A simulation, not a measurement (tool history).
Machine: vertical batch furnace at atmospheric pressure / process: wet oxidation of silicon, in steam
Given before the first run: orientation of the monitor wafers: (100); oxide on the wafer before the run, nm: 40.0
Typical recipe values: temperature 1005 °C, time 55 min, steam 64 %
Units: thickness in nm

run	hour	temperature	time	steam	read-back reference wafer on the same gauge, thickness	thickness
1	0	1005	55	64	324.83	299.07
2	13.2	1005	55	64	325.07	298.76
3	25.2	999	55	64	325.21	285.62
4	42.3	999	55	64	325.11	284.79
5	54.4	999	55	64	324.89	284.6
6	61.2	1005	55	67	325.03	306.74
# hour 61.3: gauge calibrated
7	75.9	1005	55	67	325.01	306.55
# hour 112.3: steam generator serviced
# hour 124.4: thermocouples replaced and temperature profile calibrated
8	124.9	1005	55	64	325.2	317.91
9	129.1	1005	31	71	325.02	233.49
10	133.3	1005	55	64	325.01	318.62
11	137.5	1005	64.5	64	325.11	353.45
12	141.8	989	55	76	324.85	317.69
13	146	1005	55	64	325.14	317.79
14	161.1	1005	55	58	325.01	298.45
15	177.5	997	45	57	324.82	243.67
16	191.4	1005	55	64	325.12	318.19
17	203.9	1005	66	73	325.15	389.77

List, for all runs, the conditions of the tool that the log does not record:
true tube temperature minus thermocouple reading, K: 0, the same for each run
gauge reads high (%): 0, the same for each run
H1: steam share off its setpoint, % of the setpoint
run	H1
1	-9.44
2	-9.55
3	-9.66
4	-9.81
5	-9.91
6	-9.97
7	-10.1
8	-0.247
9	-0.247
10	-0.248
11	-0.248
12	-0.249
13	-0.249
14	-0.252
15	-0.256
16	-0.26
17	-0.264
